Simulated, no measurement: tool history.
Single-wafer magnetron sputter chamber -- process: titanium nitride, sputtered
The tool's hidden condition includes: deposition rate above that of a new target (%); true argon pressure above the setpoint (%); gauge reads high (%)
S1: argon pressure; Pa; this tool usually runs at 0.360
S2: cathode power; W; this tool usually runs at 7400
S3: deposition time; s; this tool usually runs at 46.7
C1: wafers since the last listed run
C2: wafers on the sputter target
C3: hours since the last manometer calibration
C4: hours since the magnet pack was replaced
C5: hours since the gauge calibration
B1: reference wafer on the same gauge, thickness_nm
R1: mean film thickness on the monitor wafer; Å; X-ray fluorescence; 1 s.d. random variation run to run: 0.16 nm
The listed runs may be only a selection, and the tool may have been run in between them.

run   hour     S1    S2    S3   C1    C2      C3       C4     C5      B1      R1
  1    0.0  0.360  7400  39.5    0  3393  1010.0  10086.8  201.4  59.173  491.65
  2   13.0  0.360  7400  39.5  156  3549  1023.0  10099.8  214.4  59.218  490.30
  3   31.7  0.360  7400  39.5  224  3774  1041.7  10118.5  233.1  59.202  491.53
  4   45.8  0.443  6550  46.7  169  3944  1055.8  10132.6  247.2  59.172  497.14
  5   72.9  0.360  7400  46.7  325  4270  1082.9  10159.7  274.3  59.203  583.95
  6  104.9  0.360  7400  46.7  384  4654  1114.9  10191.7  306.3  59.229  582.41
  7  136.5  0.360  7400  46.7  379  5034  1146.5  10223.3  337.9  59.201  580.61
  8  165.2  0.360  7400  46.7  345  5379  1175.2  10252.0  366.6  59.186  578.19
     177.9  -- gauge calibrated
  9  188.3  0.360  7400  46.7  277  5657  1198.3  10275.1   10.4  59.221  581.84
 10  212.8  0.360  6000  46.7  294  5951  1222.8  10299.6   34.9  59.128  473.87
 11  230.5  0.360  6800  46.7  212  6164  1240.5  10317.3   52.6  59.226  534.54
 12  245.9  0.310  8850  46.7  185  6349  1255.9  10332.7   68.0  59.212  709.40
     274.8  -- sputter target and shields replaced
 13  281.3  0.492  7400  43.3  329    78  1291.3  10368.1  103.4  59.190  511.87
 14  305.2  0.430  8350  42.6  287   365  1315.2  10392.0  127.3  59.214  582.89
     341.7  -- magnet pack replaced
 15  342.2  0.250  6400  40.7  348   713  1352.2      0.5  164.3  59.161  456.34
 16  358.3  0.449  6800  43.6  193   907  1368.3     16.6  180.4  59.163  483.40
     388.3  -- capacitance manometer re-zeroed and calibrated
 17  390.9  0.360  7400  46.7  295  1203     2.6     49.2  213.0  59.235  570.54
 18  403.5  0.295  7400  55.2  151  1354    15.2     61.8  225.6  59.212  693.05
 19  431.3  0.414  8950  46.7  334  1688    43.0     89.6  253.4  59.203  675.18
 20  449.1  0.316  9000  41.5  213  1902    60.8    107.4  271.2  59.189  634.16
 21  474.5  0.360  7400  46.7  305  2208    86.2    132.8  296.6  59.242  572.07

Run 22, settings as shown, results not yet in. Your forecast:
     491.8  -- gauge calibrated
 22  493.8  0.360  7400  46.7  232  2440  105.5  152.1  2.0   ?   ?

B1: 59.188
R1: 576.40 Å
The same run, on a tool lacking any hidden state, would have yielded R1 572.41 Å.

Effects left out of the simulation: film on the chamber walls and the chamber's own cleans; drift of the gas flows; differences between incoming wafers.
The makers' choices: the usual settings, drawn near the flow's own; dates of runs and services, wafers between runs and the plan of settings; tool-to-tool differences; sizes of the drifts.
